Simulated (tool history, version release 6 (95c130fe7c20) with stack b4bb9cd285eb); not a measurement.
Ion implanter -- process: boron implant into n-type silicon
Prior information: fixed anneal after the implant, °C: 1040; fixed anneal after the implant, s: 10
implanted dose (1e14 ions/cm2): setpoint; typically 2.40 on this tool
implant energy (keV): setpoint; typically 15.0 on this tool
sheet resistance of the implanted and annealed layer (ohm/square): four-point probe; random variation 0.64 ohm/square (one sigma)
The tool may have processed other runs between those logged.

run	hour	implanted dose (1e14 ions/cm2)	implant energy (keV)	wafers since the last listed run	hours since the last dose calibration	hours since the extraction supply was calibrated	hours since the gauge calibration	read-back reference wafer on the same gauge, sheet resistance	sheet resistance of the implanted and annealed layer (ohm/square)
1	0.0	2.40	15.0	0	2235.0	3021.9	76.9	415.71	422.73
2	8.7	2.40	15.0	142	2243.7	3030.6	85.6	415.25	421.63
3	23.3	2.40	15.0	239	2258.3	3045.2	100.2	415.53	420.87
4	36.5	2.40	15.0	216	2271.5	3058.4	113.4	415.35	421.10
5	47.5	2.40	19.0	180	2282.5	3069.4	124.4	415.20	409.35
6	60.2	2.40	19.0	208	2295.2	3082.1	137.1	414.91	410.66
7	72.1	2.40	19.0	195	2307.1	3094.0	149.0	414.91	409.88
8	82.2	2.40	15.0	165	2317.2	3104.1	159.1	414.91	421.56
9	99.9	2.40	15.0	290	2334.9	3121.8	176.8	414.68	420.69
10	115.3	2.40	15.0	252	2350.3	3137.2	192.2	414.82	419.38
11	127.1	2.88	15.0	193	2362.1	3149.0	204.0	414.75	361.67
# hour 140.1: Faraday cup replaced and dose calibrated
12	144.2	2.96	17.0	149	4.1	3166.1	221.1	414.67	347.88
13	152.2	3.06	10.5	131	12.1	3174.1	229.1	414.30	360.14
14	163.9	2.04	12.0	191	23.8	3185.8	240.8	414.67	496.05
# hour 179.1: extraction supply calibrated
15	179.6	2.12	18.5	126	39.5	0.5	256.5	414.53	453.27
# hour 185.4: gauge calibrated
16	192.7	2.40	15.0	214	52.6	13.6	7.3	417.63	423.92
17	200.1	2.80	11.5	121	60.0	21.0	14.7	417.32	385.33
18	207.9	2.40	15.0	127	67.8	28.8	22.5	417.15	423.19
19	225.8	2.40	15.0	293	85.7	46.7	40.4	416.38	424.00
20	235.3	2.74	10.0	155	95.2	56.2	49.9	416.31	398.39
21	244.6	3.03	15.0	152	104.5	65.5	59.2	416.21	348.99
22	253.1	2.67	12.0	139	113.0	74.0	67.7	416.24	398.35
23	266.1	1.72	17.0	213	126.0	87.0	80.7	415.89	546.46

Alternative continuations, all from the tool just after run 23; predict every row:
A	266.5	3.04	15.0	6	126.4	87.4	81.1	?	?
B	266.5	2.89	13.5	6	126.4	87.4	81.1	?	?
C	266.5	2.12	20.0	6	126.4	87.4	81.1	?	?
D	266.5	2.83	16.5	6	126.4	87.4	81.1	?	?

run	read-back reference wafer on the same gauge, sheet resistance	sheet resistance of the implanted and annealed layer (ohm/square)
A	415.69	347.72
B	415.69	367.16
C	415.69	451.72
D	415.69	364.56
With the hidden condition removed and each run's random variation left untouched, the same runs would have given:
run	sheet resistance of the implanted and annealed layer (ohm/square)
A	349.48
B	369.02
C	454.01
D	366.41
